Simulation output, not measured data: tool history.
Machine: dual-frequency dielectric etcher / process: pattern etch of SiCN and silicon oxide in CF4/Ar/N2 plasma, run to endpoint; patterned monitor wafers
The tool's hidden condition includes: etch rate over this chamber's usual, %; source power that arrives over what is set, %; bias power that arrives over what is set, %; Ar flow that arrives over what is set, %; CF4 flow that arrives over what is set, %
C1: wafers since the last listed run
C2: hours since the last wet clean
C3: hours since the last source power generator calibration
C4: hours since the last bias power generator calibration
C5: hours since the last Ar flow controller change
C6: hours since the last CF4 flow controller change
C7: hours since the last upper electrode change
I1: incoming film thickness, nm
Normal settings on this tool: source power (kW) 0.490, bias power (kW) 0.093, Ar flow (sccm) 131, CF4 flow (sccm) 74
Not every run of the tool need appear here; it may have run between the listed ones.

run 1 hour=0.0 | source_power_(kW)=0.490 bias_power_(kW)=0.093 Ar_flow_(sccm)=131 CF4_flow_(sccm)=74 | C1=0 C2=314.8 C3=3898.4 C4=1975.1 C5=2186.5 C6=4329.9 C7=3351.6 | I1=15.52 | endpoint_time_(s)=14.9
run 2 hour=33.4 | source_power_(kW)=0.490 bias_power_(kW)=0.093 Ar_flow_(sccm)=131 CF4_flow_(sccm)=74 | C1=352 C2=348.2 C3=3931.8 C4=2008.5 C5=2219.9 C6=4363.3 C7=3385.0 | I1=15.67 | endpoint_time_(s)=15.2
run 3 hour=50.9 | source_power_(kW)=0.490 bias_power_(kW)=0.093 Ar_flow_(sccm)=131 CF4_flow_(sccm)=74 | C1=184 C2=365.7 C3=3949.3 C4=2026.0 C5=2237.4 C6=4380.8 C7=3402.5 | I1=15.51 | endpoint_time_(s)=15.0
-- hour=67.5 Ar flow controller replaced
run 4 hour=73.7 | source_power_(kW)=0.490 bias_power_(kW)=0.093 Ar_flow_(sccm)=131 CF4_flow_(sccm)=74 | C1=177 C2=388.5 C3=3972.1 C4=2048.8 C5=6.2 C6=4403.6 C7=3425.3 | I1=15.45 | endpoint_time_(s)=15.0
-- hour=104.5 upper electrode replaced
run 5 hour=105.0 | source_power_(kW)=0.490 bias_power_(kW)=0.093 Ar_flow_(sccm)=131 CF4_flow_(sccm)=74 | C1=77 C2=419.8 C3=4003.4 C4=2080.1 C5=37.5 C6=4434.9 C7=0.5 | I1=15.61 | endpoint_time_(s)=15.1
-- hour=124.3 source power generator calibrated
run 6 hour=127.1 | source_power_(kW)=0.540 bias_power_(kW)=0.093 Ar_flow_(sccm)=131 CF4_flow_(sccm)=87 | C1=191 C2=441.9 C3=2.8 C4=2102.2 C5=59.6 C6=4457.0 C7=22.6 | I1=15.56 | endpoint_time_(s)=13.7
run 7 hour=146.1 | source_power_(kW)=0.540 bias_power_(kW)=0.093 Ar_flow_(sccm)=131 CF4_flow_(sccm)=87 | C1=200 C2=460.9 C3=21.8 C4=2121.2 C5=78.6 C6=4476.0 C7=41.6 | I1=15.40 | endpoint_time_(s)=13.6
-- hour=191.0 wet clean of the chamber
run 8 hour=191.5 | source_power_(kW)=0.440 bias_power_(kW)=0.093 Ar_flow_(sccm)=143 CF4_flow_(sccm)=74 | C1=226 C2=0.5 C3=67.2 C4=2166.6 C5=124.0 C6=4521.4 C7=87.0 | I1=15.41 | endpoint_time_(s)=15.8
run 9 hour=195.7 | source_power_(kW)=0.490 bias_power_(kW)=0.077 Ar_flow_(sccm)=106 CF4_flow_(sccm)=82 | C1=44 C2=4.7 C3=71.4 C4=2170.8 C5=128.2 C6=4525.6 C7=91.2 | I1=15.38 | endpoint_time_(s)=14.8
run 10 hour=227.3 | source_power_(kW)=0.490 bias_power_(kW)=0.093 Ar_flow_(sccm)=162 CF4_flow_(sccm)=74 | C1=333 C2=36.3 C3=103.0 C4=2202.4 C5=159.8 C6=4557.2 C7=122.8 | I1=15.50 | endpoint_time_(s)=15.0
run 11 hour=247.8 | source_power_(kW)=0.550 bias_power_(kW)=0.081 Ar_flow_(sccm)=131 CF4_flow_(sccm)=84 | C1=216 C2=56.8 C3=123.5 C4=2222.9 C5=180.3 C6=4577.7 C7=143.3 | I1=15.35 | endpoint_time_(s)=13.9
run 12 hour=274.3 | source_power_(kW)=0.460 bias_power_(kW)=0.115 Ar_flow_(sccm)=141 CF4_flow_(sccm)=74 | C1=279 C2=83.3 C3=150.0 C4=2249.4 C5=206.8 C6=4604.2 C7=169.8 | I1=15.46 | endpoint_time_(s)=14.2
-- hour=282.2 bias power generator calibrated
-- hour=309.0 CF4 flow controller replaced
run 13 hour=315.0 | source_power_(kW)=0.530 bias_power_(kW)=0.071 Ar_flow_(sccm)=131 CF4_flow_(sccm)=69 | C1=324 C2=124.0 C3=190.7 C4=32.8 C5=247.5 C6=6.0 C7=210.5 | I1=15.67 | endpoint_time_(s)=15.7
run 14 hour=350.5 | source_power_(kW)=0.560 bias_power_(kW)=0.110 Ar_flow_(sccm)=148 CF4_flow_(sccm)=85 | C1=374 C2=159.5 C3=226.2 C4=68.3 C5=283.0 C6=41.5 C7=246.0 | I1=15.58 | endpoint_time_(s)=12.7
run 15 hour=368.3 | source_power_(kW)=0.540 bias_power_(kW)=0.093 Ar_flow_(sccm)=131 CF4_flow_(sccm)=87 | C1=187 C2=177.3 C3=244.0 C4=86.1 C5=300.8 C6=59.3 C7=263.8 | I1=15.56 | endpoint_time_(s)=13.5
run 16 hour=389.9 | source_power_(kW)=0.490 bias_power_(kW)=0.093 Ar_flow_(sccm)=131 CF4_flow_(sccm)=83 | C1=228 C2=198.9 C3=265.6 C4=107.7 C5=322.4 C6=80.9 C7=285.4 | I1=15.47 | endpoint_time_(s)=14.6
run 17 hour=414.2 | source_power_(kW)=0.490 bias_power_(kW)=0.093 Ar_flow_(sccm)=131 CF4_flow_(sccm)=74 | C1=256 C2=223.2 C3=289.9 C4=132.0 C5=346.7 C6=105.2 C7=309.7 | I1=15.59 | endpoint_time_(s)=14.9
run 18 hour=502.7 | source_power_(kW)=0.490 bias_power_(kW)=0.093 Ar_flow_(sccm)=131 CF4_flow_(sccm)=58 | C1=934 C2=311.7 C3=378.4 C4=220.5 C5=435.2 C6=193.7 C7=398.2 | I1=15.40 | endpoint_time_(s)=15.4
run 19 hour=529.0 | source_power_(kW)=0.490 bias_power_(kW)=0.103 Ar_flow_(sccm)=131 CF4_flow_(sccm)=69 | C1=277 C2=338.0 C3=404.7 C4=246.8 C5=461.5 C6=220.0 C7=424.5 | I1=15.40 | endpoint_time_(s)=14.6
run 20 hour=542.1 | source_power_(kW)=0.490 bias_power_(kW)=0.093 Ar_flow_(sccm)=131 CF4_flow_(sccm)=74 | C1=138 C2=351.1 C3=417.8 C4=259.9 C5=474.6 C6=233.1 C7=437.6 | I1=15.59 | endpoint_time_(s)=15.1
run 21 hour=558.1 | source_power_(kW)=0.580 bias_power_(kW)=0.093 Ar_flow_(sccm)=131 CF4_flow_(sccm)=74 | C1=168 C2=367.1 C3=433.8 C4=275.9 C5=490.6 C6=249.1 C7=453.6 | I1=15.51 | endpoint_time_(s)=13.3
run 22 hour=571.9 | source_power_(kW)=0.600 bias_power_(kW)=0.093 Ar_flow_(sccm)=131 CF4_flow_(sccm)=74 | C1=145 C2=380.9 C3=447.6 C4=289.7 C5=504.4 C6=262.9 C7=467.4 | I1=15.34 | endpoint_time_(s)=12.9
run 23 hour=585.7 | source_power_(kW)=0.490 bias_power_(kW)=0.093 Ar_flow_(sccm)=131 CF4_flow_(sccm)=74 | C1=145 C2=394.7 C3=461.4 C4=303.5 C5=518.2 C6=276.7 C7=481.2 | I1=15.60 | endpoint_time_(s)=15.1
run 24 hour=607.4 | source_power_(kW)=0.490 bias_power_(kW)=0.093 Ar_flow_(sccm)=143 CF4_flow_(sccm)=68 | C1=229 C2=416.4 C3=483.1 C4=325.2 C5=539.9 C6=298.4 C7=502.9 | I1=15.43 | endpoint_time_(s)=15.3

For some of the steps in endpoint time (s) from one run to the next: how much would appear even if the tool had no hidden state, given the settings, what came in and random variation, and how much remains for the hidden state plus any gauge scatter that the measured result and the result without hidden state don't share?
Run 1 -> 2: settings left as they were, no log entry in between. endpoint time (s) +0.3: hidden state +0.1, all else +0.2.
Run 7 -> 8: source power (kW) 0.540 -> 0.440, Ar flow (sccm) 131 -> 143, CF4 flow (sccm) 87 -> 74, wet clean of the chamber. endpoint time (s) +2.2: hidden state -0.5, all else +2.7.
Run 13 -> 14: source power (kW) 0.530 -> 0.560, bias power (kW) 0.071 -> 0.110, Ar flow (sccm) 131 -> 148, CF4 flow (sccm) 69 -> 85. endpoint time (s) -3.0: hidden state +0.0, all else -3.0.

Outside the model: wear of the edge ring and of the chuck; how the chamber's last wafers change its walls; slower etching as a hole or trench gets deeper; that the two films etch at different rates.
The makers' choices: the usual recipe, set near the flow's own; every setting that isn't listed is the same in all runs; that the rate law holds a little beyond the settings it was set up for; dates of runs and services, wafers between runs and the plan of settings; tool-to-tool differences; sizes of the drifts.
